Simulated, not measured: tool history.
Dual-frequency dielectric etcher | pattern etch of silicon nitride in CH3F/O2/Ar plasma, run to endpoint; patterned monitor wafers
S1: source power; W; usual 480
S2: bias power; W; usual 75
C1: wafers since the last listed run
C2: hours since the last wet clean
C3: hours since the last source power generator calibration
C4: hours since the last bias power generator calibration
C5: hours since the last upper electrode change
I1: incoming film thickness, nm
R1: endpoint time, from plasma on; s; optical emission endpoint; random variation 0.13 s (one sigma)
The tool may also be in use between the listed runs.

run     day   S1  S2    C1     C2      C3      C4      C5     I1    R1
  1   0.000  480  75     0  188.3  2872.6   865.7  3494.6  28.57  39.5
  2   2.454  390  68   771  247.2  2931.5   924.6  3553.5  28.78  47.1
  3   5.150  390  68   847  311.9  2996.2   989.3  3618.2  28.69  47.1
  4   8.333  390  68  1000  388.3  3072.6  1065.7  3694.6  28.79  47.1
      9.438  -- wet clean of the chamber
  5  10.150  510  61   256   17.1  3116.2  1109.3  3738.2  28.57  41.6
  6  12.621  510  61   776   76.4  3175.5  1168.6  3797.5  28.88  42.5
  7  14.421  510  61   565  119.6  3218.7  1211.8  3840.7  28.78  42.1
  8  16.338  480  75   602  165.6  3264.7  1257.8  3886.7  28.66  39.5
  9  17.800  480  75   459  200.7  3299.8  1292.9  3921.8  28.70  39.6
 10  18.825  480  75   322  225.3  3324.4  1317.5  3946.4  28.35  39.2
 11  19.992  480  75   366  253.3  3352.4  1345.5  3974.4  28.59  39.5
 12  21.633  440  80   516  292.7  3391.8  1384.9  4013.8  28.73  40.7
 13  22.754  480  75   352  319.6  3418.7  1411.8  4040.7  28.55  39.4
 14  25.296  480  75   799  380.6  3479.7  1472.8  4101.7  28.47  39.3
     27.492  -- source power generator calibrated
 15  27.704  530  75   704  438.4     5.1  1530.6  4159.5  28.60  36.4
     29.129  -- wet clean of the chamber
 16  30.608  530  75   598   35.5    74.8  1600.3  4229.2  28.78  36.4
 17  33.604  480  75   941  107.4   146.7  1672.2  4301.1  28.76  38.5
     35.417  -- upper electrode replaced
 18  35.438  390  69   261  151.4   190.7  1716.2     0.5  28.61  45.0
 19  36.575  570  75   357  178.7   218.0  1743.5    27.8  28.73  35.2
 20  37.992  480  75   445  212.7   252.0  1777.5    61.8  28.75  38.7
 21  39.633  380  63   516  252.1   291.4  1816.9   101.2  28.73  47.9
 22  42.308  480  75   840  316.3   355.6  1881.1   165.4  28.73  38.8
 23  45.267  480  80   929  387.3   426.6  1952.1   236.4  28.89  37.6
     45.946  -- bias power generator calibrated
 24  46.392  530  64   301  414.3   453.6    10.7   263.4  28.76  39.7
     48.862  -- wet clean of the chamber
 25  48.904  480  75   475    1.0   513.9    71.0   323.7  28.35  38.8
 26  51.592  410  90   844   65.5   578.4   135.5   388.2  28.67  39.8
 27  54.338  560  60   863  131.4   644.3   201.4   454.1  28.58  39.2
 28  57.275  450  69   923  201.9   714.8   271.9   524.6  28.44  41.9
 29  58.942  480  64   523  241.9   754.8   311.9   564.6  28.38  41.5
 30  61.517  480  75   809  303.7   816.6   373.7   626.4  28.69  39.4
 31  63.329  520  81   569  347.2   860.1   417.2   669.9  28.72  36.4
 32  65.888  420  89   804  408.6   921.5   478.6   731.3  28.90  39.6
     67.117  -- wet clean of the chamber
 33  68.538  400  57   518   34.1   985.1   542.2   794.9  28.52  48.8
 34  70.696  480  80   678   85.9  1036.9   594.0   846.7  29.06  38.5

Forecast each of these 5 alternatives for the next run:
  A  70.712  480  75   5  86.3  1037.3  594.4  847.1  28.83   ?
  B  70.712  440  91   5  86.3  1037.3  594.4  847.1  28.83   ?
  C  70.712  540  87   5  86.3  1037.3  594.4  847.1  28.83   ?
  D  70.712  560  63   5  86.3  1037.3  594.4  847.1  28.83   ?
  E  70.712  520  87   5  86.3  1037.3  594.4  847.1  28.83   ?

run    R1
  A  39.3
  B  38.1
  C  34.6
  D  38.8
  E  35.4
Without the tool's hidden state the same runs would have given:
run    R1
  A  39.1
  B  37.9
  C  34.4
  D  38.6
  E  35.1
